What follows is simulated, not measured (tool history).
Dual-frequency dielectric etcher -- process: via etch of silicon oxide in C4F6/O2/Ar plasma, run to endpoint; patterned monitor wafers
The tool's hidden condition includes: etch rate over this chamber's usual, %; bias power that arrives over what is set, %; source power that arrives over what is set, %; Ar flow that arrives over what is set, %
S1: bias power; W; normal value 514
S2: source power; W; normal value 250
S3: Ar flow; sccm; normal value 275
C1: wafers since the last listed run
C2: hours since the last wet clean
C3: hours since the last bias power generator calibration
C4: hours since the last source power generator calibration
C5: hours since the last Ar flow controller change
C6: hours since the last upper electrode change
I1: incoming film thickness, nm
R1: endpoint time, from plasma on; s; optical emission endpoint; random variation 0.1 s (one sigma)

run,day,S1,S2,S3,C1,C2,C3,C4,C5,C6,I1,R1
1,0.000,514,250,275,0,424.2,1295.2,3288.4,4405.5,2837.7,96.3,26.2
# day 3.304: wet clean of the chamber
2,4.208,476,250,275,742,21.7,1396.2,3389.4,4506.5,2938.7,96.5,27.3
3,5.767,476,250,275,360,59.1,1433.6,3426.8,4543.9,2976.1,95.8,27.0
4,9.725,514,300,275,916,154.1,1528.6,3521.8,4638.9,3071.1,97.3,23.8
5,13.546,514,300,275,884,245.8,1620.3,3613.5,4730.6,3162.8,95.6,23.4
6,17.688,514,300,275,958,345.2,1719.7,3712.9,4830.0,3262.2,96.0,23.4
7,21.317,514,250,275,840,432.3,1806.8,3800.0,4917.1,3349.3,96.2,25.9
# day 23.071: wet clean of the chamber
8,23.633,514,250,275,304,13.5,1862.4,3855.6,4972.7,3404.9,96.5,26.1
9,25.958,514,250,275,538,69.3,1918.2,3911.4,5028.5,3460.7,96.8,26.0
10,28.475,514,250,275,582,129.7,1978.6,3971.8,5088.9,3521.1,96.6,25.9
# day 31.867: source power generator calibrated
11,32.842,514,270,220,972,234.5,2083.4,23.4,5193.7,3625.9,95.6,24.5
12,34.500,486,250,275,383,274.3,2123.2,63.2,5233.5,3665.7,95.0,26.9
13,38.404,565,250,310,903,368.0,2216.9,156.9,5327.2,3759.4,96.0,25.4
# day 43.692: Ar flow controller replaced
# day 45.854: wet clean of the chamber
14,46.754,457,290,329,1643,21.6,2417.3,357.3,73.5,3959.8,95.5,26.3
15,51.308,634,250,240,1054,130.9,2526.6,466.6,182.8,4069.1,94.6,22.6
# day 55.642: upper electrode replaced
16,55.662,641,250,275,776,235.4,2631.1,571.1,287.3,0.5,96.4,23.6
17,59.308,514,250,275,844,322.9,2718.6,658.6,374.8,88.0,95.8,26.1
18,63.792,421,230,333,1038,430.5,2826.2,766.2,482.4,195.6,95.0,31.7
19,67.571,574,290,340,875,521.2,2916.9,856.9,573.1,286.3,95.4,23.3

Forecast run 20:
# day 69.883: wet clean of the chamber
# day 71.288: bias power generator calibrated
20,71.633,607,250,333,670,42.0,8.3,954.4,670.6,383.8,95.6,?

Run 20 came out at R1 25.1 s.
With the hidden condition absent and the run-to-run variation left alone, this run would have shown R1 25.1 s.
